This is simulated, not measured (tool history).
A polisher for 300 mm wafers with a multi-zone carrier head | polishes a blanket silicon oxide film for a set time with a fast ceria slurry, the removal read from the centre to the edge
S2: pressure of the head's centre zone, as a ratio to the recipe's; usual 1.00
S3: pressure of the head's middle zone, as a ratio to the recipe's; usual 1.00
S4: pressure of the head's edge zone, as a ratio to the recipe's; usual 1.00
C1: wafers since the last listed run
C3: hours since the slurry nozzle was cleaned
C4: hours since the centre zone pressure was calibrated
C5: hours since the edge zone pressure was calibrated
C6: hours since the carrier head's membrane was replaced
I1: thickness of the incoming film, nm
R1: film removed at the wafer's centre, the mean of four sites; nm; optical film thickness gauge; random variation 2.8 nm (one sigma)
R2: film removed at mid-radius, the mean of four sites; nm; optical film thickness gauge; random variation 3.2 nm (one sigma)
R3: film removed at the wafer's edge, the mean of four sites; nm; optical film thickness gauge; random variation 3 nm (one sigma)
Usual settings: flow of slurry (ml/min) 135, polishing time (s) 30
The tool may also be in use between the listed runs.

run 1 hour=0.0 | flow_of_slurry_(ml/min)=135 S2=1.00 S3=1.00 S4=1.00 polishing_time_(s)=30 | C1=0 wafers_polished_on_this_pad=667 C3=582.1 C4=1227.7 C5=1274.1 C6=1522.0 | I1=2567.6 | R1=274.2 R2=273.8 R3=288.9
run 2 hour=32.2 | flow_of_slurry_(ml/min)=135 S2=1.00 S3=1.00 S4=1.00 polishing_time_(s)=30 | C1=205 wafers_polished_on_this_pad=873 C3=614.3 C4=1259.9 C5=1306.3 C6=1554.2 | I1=2509.4 | R1=275.3 R2=271.0 R3=282.2
run 3 hour=44.3 | flow_of_slurry_(ml/min)=135 S2=1.00 S3=1.00 S4=1.00 polishing_time_(s)=30 | C1=77 wafers_polished_on_this_pad=950 C3=626.4 C4=1272.0 C5=1318.4 C6=1566.3 | I1=2507.9 | R1=277.0 R2=270.4 R3=278.6
run 4 hour=63.9 | flow_of_slurry_(ml/min)=135 S2=1.09 S3=1.00 S4=1.00 polishing_time_(s)=30 | C1=125 wafers_polished_on_this_pad=1075 C3=646.0 C4=1291.6 C5=1338.0 C6=1585.9 | I1=2500.4 | R1=292.5 R2=270.5 R3=274.1
run 5 hour=93.0 | flow_of_slurry_(ml/min)=135 S2=1.09 S3=1.00 S4=1.00 polishing_time_(s)=30 | C1=185 wafers_polished_on_this_pad=1261 C3=675.1 C4=1320.7 C5=1367.1 C6=1615.0 | I1=2504.5 | R1=293.6 R2=264.4 R3=278.3
run 6 hour=106.0 | flow_of_slurry_(ml/min)=135 S2=1.09 S3=1.00 S4=1.00 polishing_time_(s)=30 | C1=83 wafers_polished_on_this_pad=1344 C3=688.1 C4=1333.7 C5=1380.1 C6=1628.0 | I1=2538.5 | R1=287.4 R2=270.2 R3=273.0
-- hour=111.7 worn pad replaced by a new one
run 7 hour=124.6 | flow_of_slurry_(ml/min)=135 S2=1.00 S3=1.00 S4=1.00 polishing_time_(s)=30 | C1=93 wafers_polished_on_this_pad=82 C3=706.7 C4=1352.3 C5=1398.7 C6=1646.6 | I1=2536.2 | R1=275.4 R2=273.4 R3=285.2
run 8 hour=145.9 | flow_of_slurry_(ml/min)=155 S2=1.09 S3=1.12 S4=1.06 polishing_time_(s)=30 | C1=136 wafers_polished_on_this_pad=218 C3=728.0 C4=1373.6 C5=1420.0 C6=1667.9 | I1=2504.5 | R1=305.9 R2=304.3 R3=291.8
-- hour=173.8 edge zone pressure recalibrated
-- hour=173.9 carrier head's membrane replaced by a new one
run 9 hour=174.4 | flow_of_slurry_(ml/min)=95 S2=1.00 S3=1.05 S4=1.00 polishing_time_(s)=30 | C1=168 wafers_polished_on_this_pad=387 C3=756.5 C4=1402.1 C5=0.6 C6=0.5 | I1=2480.1 | R1=259.6 R2=275.5 R3=268.9
run 10 hour=195.9 | flow_of_slurry_(ml/min)=120 S2=1.10 S3=1.00 S4=1.03 polishing_time_(s)=36 | C1=137 wafers_polished_on_this_pad=524 C3=778.0 C4=1423.6 C5=22.1 C6=22.0 | I1=2519.7 | R1=361.7 R2=318.0 R3=337.6
-- hour=218.7 centre zone pressure recalibrated
run 11 hour=219.2 | flow_of_slurry_(ml/min)=135 S2=1.07 S3=1.00 S4=1.00 polishing_time_(s)=30 | C1=136 wafers_polished_on_this_pad=660 C3=801.3 C4=0.5 C5=45.4 C6=45.3 | I1=2496.0 | R1=295.8 R2=266.4 R3=280.1
run 12 hour=236.7 | flow_of_slurry_(ml/min)=135 S2=1.00 S3=1.00 S4=1.00 polishing_time_(s)=30 | C1=111 wafers_polished_on_this_pad=772 C3=818.8 C4=18.0 C5=62.9 C6=62.8 | I1=2494.4 | R1=274.2 R2=277.2 R3=281.4
-- hour=237.8 slurry nozzle cleaned
run 13 hour=258.3 | flow_of_slurry_(ml/min)=135 S2=0.90 S3=0.97 S4=1.00 polishing_time_(s)=30 | C1=131 wafers_polished_on_this_pad=904 C3=20.5 C4=39.6 C5=84.5 C6=84.4 | I1=2526.5 | R1=245.1 R2=267.5 R3=279.2
run 14 hour=292.6 | flow_of_slurry_(ml/min)=135 S2=1.00 S3=0.90 S4=1.00 polishing_time_(s)=30 | C1=219 wafers_polished_on_this_pad=1123 C3=54.8 C4=73.9 C5=118.8 C6=118.7 | I1=2529.6 | R1=268.6 R2=254.0 R3=276.6
-- hour=313.3 worn pad replaced by a new one
run 15 hour=315.8 | flow_of_slurry_(ml/min)=135 S2=1.00 S3=1.10 S4=1.00 polishing_time_(s)=30 | C1=122 wafers_polished_on_this_pad=16 C3=78.0 C4=97.1 C5=142.0 C6=141.9 | I1=2534.5 | R1=272.1 R2=292.9 R3=282.4

What the log doesn't show, run by run:
slurry flow missing at the pad, %: 0 in every run
deviation of the centre zone's pressure from its setpoint, %: 0 in every run
deviation of the edge zone's pressure from its setpoint, %: 0 in every run
H1: removal rate lost through wear of the pad, %
run=1 H1=1.38
run=2 H1=2.17
run=3 H1=2.52
run=4 H1=3.15
run=5 H1=4.22
run=6 H1=4.76
run=7 H1=0.236
run=8 H1=0.337
run=9 H1=0.617
run=10 H1=0.937
run=11 H1=1.39
run=12 H1=1.8
run=13 H1=2.4
run=14 H1=3.54
run=15 H1=0.702
